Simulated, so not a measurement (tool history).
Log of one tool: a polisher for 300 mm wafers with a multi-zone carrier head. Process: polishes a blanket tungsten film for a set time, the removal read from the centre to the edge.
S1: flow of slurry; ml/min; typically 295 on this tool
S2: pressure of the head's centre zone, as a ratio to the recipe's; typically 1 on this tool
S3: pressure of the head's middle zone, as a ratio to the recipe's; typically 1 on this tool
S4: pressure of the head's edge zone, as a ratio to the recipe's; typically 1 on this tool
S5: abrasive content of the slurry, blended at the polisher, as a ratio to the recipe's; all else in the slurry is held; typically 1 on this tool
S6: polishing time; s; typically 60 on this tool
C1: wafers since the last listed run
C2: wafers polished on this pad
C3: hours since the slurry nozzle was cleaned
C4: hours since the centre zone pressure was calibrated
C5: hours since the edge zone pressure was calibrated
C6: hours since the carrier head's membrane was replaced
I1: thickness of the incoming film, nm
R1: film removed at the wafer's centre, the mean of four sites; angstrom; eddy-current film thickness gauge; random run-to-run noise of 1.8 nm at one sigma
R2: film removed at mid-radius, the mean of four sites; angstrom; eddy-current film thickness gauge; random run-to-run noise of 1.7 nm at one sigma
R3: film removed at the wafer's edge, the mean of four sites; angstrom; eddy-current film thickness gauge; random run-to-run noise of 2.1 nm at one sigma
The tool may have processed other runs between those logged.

run,hour,S1,S2,S3,S4,S5,S6,C1,C2,C3,C4,C5,C6,I1,R1,R2,R3
1,0,295,0.96,1,1,1,60,0,2187,426.2,6,563.1,961.7,698.9,2404,2466,2415
# hour 38.6: carrier head's membrane replaced by a new one
2,64.9,295,0.96,1,1,1,60,425,2613,491.1,70.9,628,26.3,694.5,2343,2412,2362
# hour 70.5: worn pad replaced by a new one
3,97,240,1,1.07,1,1,60,199,188,523.2,103,660.1,58.4,689.8,2665,2836,2636
4,135.3,295,1,1,1,1.1,60,272,460,561.5,141.3,698.4,96.7,699,2730,2731,2704
# hour 147: edge zone pressure recalibrated
5,173,295,1,1,1,1,60,253,714,599.2,179,26,134.4,693.6,2677,2645,2637
6,212.5,345,1,1,1,1,79,280,994,638.7,218.5,65.5,173.9,697.2,3469,3476,3431
7,254.2,295,1,0.93,1,1,60,296,1290,680.4,260.2,107.2,215.6,709.2,2586,2483,2586
# hour 282: slurry nozzle cleaned
8,293.3,295,1.06,1,0.95,1,60,270,1561,11.3,299.3,146.3,254.7,698.5,2760,2569,2454
9,319.8,295,1,1,1,1,60,188,1749,37.8,325.8,172.8,281.2,707.1,2563,2560,2492
10,368,240,1.05,1,0.88,1,60,342,2092,86,374,221,329.4,715.7,2638,2455,2298

Predict the results of run 11:
# hour 397.6: worn pad replaced by a new one
11,416.8,295,1,1,1,1,60,318,136,134.8,422.8,269.8,378.2,706.7,?,?,?

Run 11 came out at R1 2641 angstrom, R2 2651 angstrom, R3 2597 angstrom.
On a tool with no hidden condition, and with the same random variation, this run would have come out at R1 2722 angstrom, R2 2732 angstrom, R3 2677 angstrom.

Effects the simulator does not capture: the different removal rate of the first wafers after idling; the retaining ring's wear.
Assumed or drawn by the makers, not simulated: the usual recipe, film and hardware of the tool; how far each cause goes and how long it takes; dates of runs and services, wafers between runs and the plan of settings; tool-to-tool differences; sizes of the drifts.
